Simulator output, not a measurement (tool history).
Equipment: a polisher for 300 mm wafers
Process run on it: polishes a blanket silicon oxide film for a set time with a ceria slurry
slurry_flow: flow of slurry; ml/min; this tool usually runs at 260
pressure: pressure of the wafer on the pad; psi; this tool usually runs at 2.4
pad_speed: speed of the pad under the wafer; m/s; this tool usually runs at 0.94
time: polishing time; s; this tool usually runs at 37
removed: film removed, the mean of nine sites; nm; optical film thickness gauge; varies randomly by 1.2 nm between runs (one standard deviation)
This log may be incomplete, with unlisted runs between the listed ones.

| run | day | slurry_flow | pressure | pad_speed | time | incoming thickness of the incoming film, nm | removed |
|---|---|---|---|---|---|---|---|
| 1 | 0 | 260 | 2.4 | 0.8 | 37 | 1292.6 | 98 |
| 2 | 0.329 | 260 | 2.4 | 0.8 | 37 | 1268.6 | 100.1 |
| 3 | 0.646 | 260 | 2.4 | 0.94 | 37 | 1272.1 | 117.6 |
| 4 | 1.221 | 260 | 2.4 | 0.94 | 37 | 1254 | 114.6 |
| 5 | 1.575 | 260 | 2.7 | 0.94 | 37 | 1260.7 | 124.7 |
| 6 | 2.192 | 260 | 2.4 | 0.82 | 37 | 1269.1 | 101 |
| 7 | 2.862 | 260 | 2.4 | 0.82 | 37 | 1274.1 | 101.5 |
| 8 | 3.4 | 260 | 2.4 | 0.94 | 37 | 1268.3 | 114.7 |
| 9 | 3.858 | 260 | 2.4 | 0.94 | 37 | 1256.1 | 115.2 |
|  | 4.258 | worn pad replaced by a new one |
| 10 | 4.558 | 260 | 2.4 | 0.94 | 37 | 1266 | 116.7 |
| 11 | 5.104 | 260 | 2.4 | 0.94 | 37 | 1293.2 | 114.9 |
| 12 | 5.396 | 260 | 2.4 | 0.94 | 32 | 1283.7 | 99.8 |
| 13 | 5.979 | 260 | 2.4 | 0.94 | 32 | 1266.7 | 99.8 |
| 14 | 6.254 | 325 | 2.4 | 0.94 | 37 | 1279.3 | 118.5 |
| 15 | 8.021 | 330 | 2.1 | 1.12 | 49 | 1272.6 | 171.4 |
| 16 | 8.338 | 295 | 2.4 | 0.94 | 37 | 1251.3 | 115.1 |
| 17 | 8.804 | 260 | 2.4 | 0.78 | 44 | 1258.6 | 112.9 |
| 18 | 9.15 | 190 | 2.2 | 0.94 | 37 | 1264.2 | 100.3 |
| 19 | 9.704 | 260 | 2.4 | 0.94 | 27 | 1276.6 | 84 |
|  | 10.242 | worn pad replaced by a new one |
|  | 10.904 | slurry nozzle cleaned |
| 20 | 11.371 | 210 | 2.4 | 0.68 | 29 | 1262.3 | 66.8 |
| 21 | 12.121 | 260 | 2.4 | 0.94 | 37 | 1281.1 | 122.9 |
|  | 12.55 | head pressure recalibrated |
| 22 | 12.742 | 210 | 3.1 | 1.26 | 26 | 1266.9 | 128.9 |
| 23 | 13.458 | 260 | 2.4 | 1.12 | 32 | 1283.7 | 123.9 |
| 24 | 14.2 | 260 | 2.4 | 0.94 | 37 | 1273.4 | 120 |
| 25 | 14.638 | 260 | 1.8 | 0.8 | 37 | 1281.4 | 86.1 |
| 26 | 14.979 | 260 | 1.8 | 0.94 | 37 | 1263.4 | 100.7 |
| 27 | 15.429 | 260 | 2.4 | 1.06 | 37 | 1283.4 | 132.7 |
| 28 | 15.879 | 260 | 2.4 | 0.94 | 37 | 1268.8 | 117.5 |
| 29 | 16.229 | 260 | 2.2 | 0.94 | 37 | 1262.9 | 113.3 |
| 30 | 16.508 | 260 | 2.4 | 0.94 | 37 | 1262.7 | 121.4 |
|  | 16.738 | worn pad replaced by a new one |
| 31 | 17.058 | 260 | 2.6 | 0.94 | 37 | 1262 | 125.2 |
| 32 | 18.7 | 320 | 2.4 | 0.94 | 37 | 1261.6 | 121 |
| 33 | 19.154 | 340 | 2.8 | 0.94 | 37 | 1270.4 | 132.6 |
| 34 | 19.642 | 260 | 2.4 | 0.94 | 37 | 1293.8 | 118.8 |
| 35 | 20.346 | 215 | 3 | 0.94 | 37 | 1249.6 | 129.5 |
| 36 | 20.654 | 260 | 2.4 | 1.08 | 37 | 1253.7 | 138.3 |
| 37 | 21.346 | 345 | 2.4 | 0.94 | 37 | 1276.2 | 120.5 |
|  | 21.608 | worn pad replaced by a new one |
| 38 | 21.888 | 260 | 2.4 | 0.72 | 37 | 1249.7 | 90.7 |

Consider 3 possible next runs. They are alternatives, not a sequence: every one starts from the tool as it was left by run 38. What does each give?
| A | 21.904 | 260 | 2.4 | 0.94 | 48 | 1274 | ? |
| B | 21.904 | 325 | 2.6 | 1.1 | 46 | 1274 | ? |
| C | 21.904 | 345 | 2.8 | 1.24 | 29 | 1274 | ? |

| run | removed |
|---|---|
| A | 154.4 |
| B | 186.8 |
| C | 140 |
What these runs would have given with no unlogged condition in the tool:
| run | removed |
|---|---|
| A | 158.3 |
| B | 190.5 |
| C | 142.6 |
